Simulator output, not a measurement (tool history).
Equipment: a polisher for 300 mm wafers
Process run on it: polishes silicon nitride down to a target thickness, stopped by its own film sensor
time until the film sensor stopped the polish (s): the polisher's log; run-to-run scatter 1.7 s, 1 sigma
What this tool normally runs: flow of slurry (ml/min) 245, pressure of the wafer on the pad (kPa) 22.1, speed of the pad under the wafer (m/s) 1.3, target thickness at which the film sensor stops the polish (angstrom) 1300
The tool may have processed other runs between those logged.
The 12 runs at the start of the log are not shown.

run   hour  flow of slurry (ml/min)  pressure of the wafer on the pad (kPa)  speed of the pad under the wafer (m/s)  target thickness at which the film sensor stops the polish (angstrom)  incoming thickness of the incoming film, nm  time until the film sensor stopped the polish (s)
 13    260                      245                                    22.1                                     1.3                                                                   1300                                        313.8                                               89.4
 14  282.7                      245                                    22.1                                     1.3                                                                   1300                                        315.6                                               90.7
 15  296.3                      245                                    22.1                                    1.02                                                                   1600                                        307.4                                               90.9
 16    321                      245                                    15.9                                    1.42                                                                   1570                                        314.4                                              101.1
 17  335.5                      290                                    28.3                                    1.58                                                                   1670                                        308.4                                               44.9
 18  357.7                      245                                    22.1                                    0.96                                                                   1300                                        311.2                                              113.8
 19  372.6                      245                                    22.1                                     1.3                                                                   1300                                        309.8                                               86.5
     378.7  -- worn pad replaced by a new one
 20  405.9                      245                                    22.1                                     1.3                                                                   1300                                        309.6                                               93.1
 21  430.5                      295                                    17.9                                     1.3                                                                   1300                                        314.7                                              108.7
 22  465.1                      275                                    15.2                                     1.3                                                                    680                                          315                                              168.3
 23  518.6                      270                                    26.2                                     1.3                                                                   1300                                        308.7                                               73.9
 24  533.8                      180                                    24.8                                     1.3                                                                   1690                                        313.2                                               64.2
     551.9  -- slurry nozzle cleaned
 25  561.7                      245                                    25.5                                     1.6                                                                   1300                                        311.2                                               68.1
 26  592.3                      245                                    22.1                                     1.3                                                                   1300                                        313.4                                               92.4
 27  613.5                      245                                    22.1                                     1.3                                                                   1300                                        313.7                                               90.3
     630.4  -- worn pad replaced by a new one
 28  630.9                      300                                    17.9                                     1.3                                                                   1300                                        314.1                                              111.5
 29  660.9                      245                                    26.9                                     1.3                                                                   1300                                        311.3                                               77.7
 30  752.3                      300                                    15.9                                    1.08                                                                   1300                                        308.3                                              138.5
 31  813.2                      285                                    29.6                                     1.3                                                                   1740                                        312.4                                               51.7
 32  843.8                      310                                    22.1                                    1.72                                                                   1300                                        309.3                                               73.2
     859.3  -- worn pad replaced by a new one
 33    894                      210                                    22.1                                     1.3                                                                   1830                                          312                                               64.6
 34  912.2                      245                                    22.1                                    0.98                                                                   1300                                          308                                              113.3
     918.5  -- slurry nozzle cleaned
 35    943                      245                                    16.5                                     1.3                                                                   1300                                          309                                              118.9
 36  969.7                      215                                    22.1                                     1.3                                                                   1300                                        313.6                                               91.2
 37  998.8                      200                                    22.1                                       1                                                                    970                                        308.6                                              130.3

Alternative continuations, all from the tool just after run 37; predict every row:
  A  999.3                      245                                    22.1                                     1.3                                                                   1300                                        314.3                                                  ?
  B  999.3                      245                                    22.1                                     1.3                                                                    890                                        314.3                                                  ?
  C  999.3                      245                                    22.1                                     1.3                                                                    920                                        314.3                                                  ?
  D  999.3                      300                                    22.1                                     1.3                                                                   1300                                        314.3                                                  ?

run  time until the film sensor stopped the polish (s)
  A                                               92.1
  B                                              112.6
  C                                              111.1
  D                                               90.8
What these runs would have given with no unlogged condition in the tool:
run  time until the film sensor stopped the polish (s)
  A                                               92.1
  B                                              112.6
  C                                              111.1
  D                                               90.8
